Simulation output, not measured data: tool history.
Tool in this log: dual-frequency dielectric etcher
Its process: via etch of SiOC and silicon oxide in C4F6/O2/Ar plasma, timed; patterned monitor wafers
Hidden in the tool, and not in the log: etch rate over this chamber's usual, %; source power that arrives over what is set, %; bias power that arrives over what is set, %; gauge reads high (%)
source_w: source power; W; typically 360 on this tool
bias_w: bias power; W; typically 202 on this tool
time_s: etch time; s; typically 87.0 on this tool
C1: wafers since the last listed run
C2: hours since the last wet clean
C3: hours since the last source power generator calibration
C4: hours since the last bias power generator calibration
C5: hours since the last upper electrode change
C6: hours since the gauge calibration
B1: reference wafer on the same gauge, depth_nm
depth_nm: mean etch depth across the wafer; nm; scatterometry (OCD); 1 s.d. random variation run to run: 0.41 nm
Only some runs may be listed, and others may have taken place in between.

run 1 hour=0.0 | source_w=320 bias_w=202 time_s=87.0 | C1=0 C2=0.5 C3=3499.5 C4=3069.4 C5=5059.3 C6=735.7 | B1=130.4 | depth_nm=105.5
-- hour=11.8 source power generator calibrated
run 2 hour=14.4 | source_w=360 bias_w=202 time_s=87.0 | C1=157 C2=14.9 C3=2.6 C4=3083.8 C5=5073.7 C6=750.1 | B1=130.6 | depth_nm=110.4
run 3 hour=56.5 | source_w=360 bias_w=202 time_s=87.0 | C1=639 C2=57.0 C3=44.7 C4=3125.9 C5=5115.8 C6=792.2 | B1=130.7 | depth_nm=111.1
run 4 hour=74.1 | source_w=360 bias_w=202 time_s=87.0 | C1=267 C2=74.6 C3=62.3 C4=3143.5 C5=5133.4 C6=809.8 | B1=130.7 | depth_nm=110.5
run 5 hour=153.5 | source_w=360 bias_w=202 time_s=87.0 | C1=1205 C2=154.0 C3=141.7 C4=3222.9 C5=5212.8 C6=889.2 | B1=130.6 | depth_nm=110.7
run 6 hour=179.0 | source_w=360 bias_w=202 time_s=87.0 | C1=387 C2=179.5 C3=167.2 C4=3248.4 C5=5238.3 C6=914.7 | B1=130.8 | depth_nm=110.3
run 7 hour=259.2 | source_w=300 bias_w=202 time_s=87.0 | C1=1217 C2=259.7 C3=247.4 C4=3328.6 C5=5318.5 C6=994.9 | B1=130.9 | depth_nm=102.9
run 8 hour=284.3 | source_w=440 bias_w=202 time_s=87.0 | C1=381 C2=284.8 C3=272.5 C4=3353.7 C5=5343.6 C6=1020.0 | B1=131.0 | depth_nm=120.6
run 9 hour=355.3 | source_w=410 bias_w=202 time_s=87.0 | C1=1078 C2=355.8 C3=343.5 C4=3424.7 C5=5414.6 C6=1091.0 | B1=131.0 | depth_nm=116.6
-- hour=363.1 bias power generator calibrated
run 10 hour=381.7 | source_w=360 bias_w=202 time_s=87.0 | C1=340 C2=382.2 C3=369.9 C4=18.6 C5=5441.0 C6=1117.4 | B1=131.0 | depth_nm=110.6
run 11 hour=407.7 | source_w=440 bias_w=168 time_s=97.5 | C1=394 C2=408.2 C3=395.9 C4=44.6 C5=5467.0 C6=1143.4 | B1=131.1 | depth_nm=128.0
-- hour=455.2 wet clean of the chamber
run 12 hour=455.7 | source_w=290 bias_w=202 time_s=110.0 | C1=364 C2=0.5 C3=443.9 C4=92.6 C5=5515.0 C6=1191.4 | B1=131.3 | depth_nm=129.1
run 13 hour=456.1 | source_w=360 bias_w=202 time_s=87.0 | C1=6 C2=0.9 C3=444.3 C4=93.0 C5=5515.4 C6=1191.8 | B1=131.0 | depth_nm=112.2
run 14 hour=465.3 | source_w=360 bias_w=231 time_s=74.5 | C1=139 C2=10.1 C3=453.5 C4=102.2 C5=5524.6 C6=1201.0 | B1=131.3 | depth_nm=99.4
-- hour=496.8 gauge calibrated
-- hour=508.4 upper electrode replaced
run 15 hour=508.9 | source_w=360 bias_w=202 time_s=108.5 | C1=297 C2=53.7 C3=497.1 C4=145.8 C5=0.5 C6=12.1 | B1=128.9 | depth_nm=135.9
run 16 hour=509.2 | source_w=360 bias_w=202 time_s=87.0 | C1=4 C2=54.0 C3=497.4 C4=146.1 C5=0.8 C6=12.4 | B1=129.0 | depth_nm=110.0
run 17 hour=552.2 | source_w=360 bias_w=202 time_s=76.5 | C1=652 C2=97.0 C3=540.4 C4=189.1 C5=43.8 C6=55.4 | B1=129.3 | depth_nm=95.9
run 18 hour=576.9 | source_w=290 bias_w=202 time_s=99.0 | C1=375 C2=121.7 C3=565.1 C4=213.8 C5=68.5 C6=80.1 | B1=129.3 | depth_nm=113.9
run 19 hour=608.6 | source_w=280 bias_w=246 time_s=87.0 | C1=481 C2=153.4 C3=596.8 C4=245.5 C5=100.2 C6=111.8 | B1=129.2 | depth_nm=104.4
run 20 hour=632.2 | source_w=360 bias_w=202 time_s=87.0 | C1=358 C2=177.0 C3=620.4 C4=269.1 C5=123.8 C6=135.4 | B1=129.4 | depth_nm=109.3
run 21 hour=644.4 | source_w=280 bias_w=167 time_s=106.0 | C1=185 C2=189.2 C3=632.6 C4=281.3 C5=136.0 C6=147.6 | B1=129.3 | depth_nm=112.5
run 22 hour=671.7 | source_w=330 bias_w=202 time_s=79.5 | C1=414 C2=216.5 C3=659.9 C4=308.6 C5=163.3 C6=174.9 | B1=129.1 | depth_nm=96.6
run 23 hour=694.4 | source_w=360 bias_w=202 time_s=87.0 | C1=344 C2=239.2 C3=682.6 C4=331.3 C5=186.0 C6=197.6 | B1=129.5 | depth_nm=110.1
run 24 hour=715.1 | source_w=310 bias_w=202 time_s=87.0 | C1=314 C2=259.9 C3=703.3 C4=352.0 C5=206.7 C6=218.3 | B1=129.3 | depth_nm=103.0
run 25 hour=755.3 | source_w=360 bias_w=202 time_s=87.0 | C1=610 C2=300.1 C3=743.5 C4=392.2 C5=246.9 C6=258.5 | B1=129.6 | depth_nm=110.5
run 26 hour=784.2 | source_w=300 bias_w=154 time_s=72.5 | C1=438 C2=329.0 C3=772.4 C4=421.1 C5=275.8 C6=287.4 | B1=129.8 | depth_nm=77.7
run 27 hour=805.3 | source_w=360 bias_w=202 time_s=77.0 | C1=320 C2=350.1 C3=793.5 C4=442.2 C5=296.9 C6=308.5 | B1=129.4 | depth_nm=97.4
run 28 hour=827.2 | source_w=360 bias_w=223 time_s=78.5 | C1=332 C2=372.0 C3=815.4 C4=464.1 C5=318.8 C6=330.4 | B1=129.8 | depth_nm=102.4
run 29 hour=848.5 | source_w=360 bias_w=230 time_s=87.0 | C1=323 C2=393.3 C3=836.7 C4=485.4 C5=340.1 C6=351.7 | B1=129.6 | depth_nm=114.2
run 30 hour=861.1 | source_w=430 bias_w=176 time_s=110.5 | C1=191 C2=405.9 C3=849.3 C4=498.0 C5=352.7 C6=364.3 | B1=129.7 | depth_nm=144.4
run 31 hour=887.5 | source_w=400 bias_w=202 time_s=69.0 | C1=400 C2=432.3 C3=875.7 C4=524.4 C5=379.1 C6=390.7 | B1=129.7 | depth_nm=91.2

Here are 3 independent what-if runs from the current tool condition. What would each one return?
run A hour=887.9 | source_w=360 bias_w=202 time_s=87.0 | C1=6 C2=432.7 C3=876.1 C4=524.8 C5=379.5 C6=391.1 | B1=? | depth_nm=?
run B hour=887.9 | source_w=280 bias_w=168 time_s=112.5 | C1=6 C2=432.7 C3=876.1 C4=524.8 C5=379.5 C6=391.1 | B1=? | depth_nm=?
run C hour=887.9 | source_w=270 bias_w=224 time_s=87.0 | C1=6 C2=432.7 C3=876.1 C4=524.8 C5=379.5 C6=391.1 | B1=? | depth_nm=?

run=A B1=129.8 depth_nm=109.3
run=B B1=129.8 depth_nm=119.2
run=C B1=129.8 depth_nm=99.9
With the hidden condition removed and each run's random variation left untouched, the same runs would have given:
run=A depth_nm=108.6
run=B depth_nm=118.5
run=C depth_nm=99.3
